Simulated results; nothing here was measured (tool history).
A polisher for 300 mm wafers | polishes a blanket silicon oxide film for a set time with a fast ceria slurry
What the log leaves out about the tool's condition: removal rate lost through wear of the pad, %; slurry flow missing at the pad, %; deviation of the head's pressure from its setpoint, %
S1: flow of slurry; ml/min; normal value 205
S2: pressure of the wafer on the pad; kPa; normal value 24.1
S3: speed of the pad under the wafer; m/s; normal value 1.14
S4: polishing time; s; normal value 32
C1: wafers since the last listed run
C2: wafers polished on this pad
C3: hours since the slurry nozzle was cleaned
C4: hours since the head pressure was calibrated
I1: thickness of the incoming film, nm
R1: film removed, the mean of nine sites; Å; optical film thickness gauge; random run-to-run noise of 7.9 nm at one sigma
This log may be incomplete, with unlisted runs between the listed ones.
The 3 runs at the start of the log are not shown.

| run | day | S1 | S2 | S3 | S4 | C1 | C2 | C3 | C4 | I1 | R1 |
|---|---|---|---|---|---|---|---|---|---|---|---|
| 4 | 2.592 | 205 | 24.1 | 1.14 | 32 | 265 | 1899 | 834.6 | 1092.3 | 3492.5 | 7049 |
| 5 | 3.875 | 180 | 24.1 | 1.14 | 32 | 421 | 2321 | 865.4 | 1123.1 | 3407.9 | 7030 |
|  | 4.604 | slurry nozzle cleaned |
| 6 | 5.208 | 180 | 24.1 | 1.14 | 32 | 424 | 2745 | 14.5 | 1155.1 | 3506.0 | 6967 |
|  | 5.625 | worn pad replaced by a new one |
| 7 | 6.550 | 205 | 24.1 | 1.14 | 29 | 386 | 303 | 46.7 | 1187.3 | 3538.9 | 6576 |
| 8 | 10.221 | 205 | 24.1 | 1.14 | 29 | 1206 | 1509 | 134.8 | 1275.4 | 3435.5 | 6421 |
| 9 | 11.392 | 205 | 24.1 | 1.14 | 32 | 384 | 1894 | 162.9 | 1303.5 | 3474.2 | 7272 |
| 10 | 12.250 | 205 | 24.1 | 1.14 | 32 | 282 | 2176 | 183.5 | 1324.1 | 3501.2 | 7176 |
| 11 | 13.404 | 205 | 24.1 | 1.14 | 32 | 379 | 2555 | 211.2 | 1351.8 | 3463.7 | 7275 |
| 12 | 14.700 | 205 | 24.1 | 1.14 | 32 | 425 | 2981 | 242.3 | 1382.9 | 3415.6 | 7142 |
|  | 15.283 | worn pad replaced by a new one |
| 13 | 15.450 | 205 | 24.1 | 1.14 | 32 | 191 | 54 | 260.3 | 1400.9 | 3427.5 | 7188 |
| 14 | 16.162 | 205 | 27.6 | 1.14 | 32 | 234 | 288 | 277.4 | 1418.0 | 3518.9 | 8177 |
| 15 | 17.471 | 205 | 26.9 | 1.14 | 32 | 429 | 718 | 308.8 | 1449.4 | 3465.6 | 8084 |
|  | 17.608 | head pressure recalibrated |
| 16 | 18.721 | 205 | 26.9 | 1.14 | 32 | 383 | 1101 | 338.8 | 26.7 | 3400.7 | 7964 |
| 17 | 20.079 | 205 | 25.5 | 1.14 | 32 | 446 | 1547 | 371.4 | 59.3 | 3472.0 | 7408 |
| 18 | 23.258 | 205 | 25.5 | 1.14 | 32 | 1044 | 2592 | 447.7 | 135.6 | 3486.7 | 7700 |
| 19 | 23.783 | 205 | 24.1 | 1.14 | 32 | 172 | 2765 | 460.3 | 148.2 | 3472.9 | 7056 |
|  | 24.575 | worn pad replaced by a new one |
| 20 | 25.100 | 205 | 24.1 | 1.14 | 32 | 377 | 173 | 491.9 | 179.8 | 3498.8 | 7283 |
| 21 | 26.246 | 245 | 24.1 | 1.14 | 32 | 376 | 549 | 519.4 | 207.3 | 3440.2 | 7313 |
| 22 | 27.542 | 205 | 25.5 | 1.14 | 32 | 425 | 975 | 550.5 | 238.4 | 3510.9 | 7469 |
| 23 | 28.692 | 255 | 26.9 | 0.86 | 22 | 377 | 1353 | 578.1 | 266.0 | 3507.0 | 4291 |
| 24 | 29.483 | 205 | 20.0 | 1.14 | 28 | 260 | 1613 | 597.1 | 285.0 | 3431.3 | 5281 |
| 25 | 30.971 | 205 | 24.1 | 1.14 | 40 | 488 | 2102 | 632.8 | 320.7 | 3491.0 | 8886 |
| 26 | 32.342 | 205 | 24.1 | 1.14 | 32 | 450 | 2552 | 665.7 | 353.6 | 3479.6 | 7108 |

Run 27 is up next; what results do you expect?
| 27 | 33.425 | 205 | 24.1 | 1.14 | 32 | 355 | 2908 | 691.7 | 379.6 | 3473.6 | ? |

Logged for run 27: R1 7134 Å.
With the hidden condition absent and the run-to-run variation left alone, this run would have shown R1 7134 Å.

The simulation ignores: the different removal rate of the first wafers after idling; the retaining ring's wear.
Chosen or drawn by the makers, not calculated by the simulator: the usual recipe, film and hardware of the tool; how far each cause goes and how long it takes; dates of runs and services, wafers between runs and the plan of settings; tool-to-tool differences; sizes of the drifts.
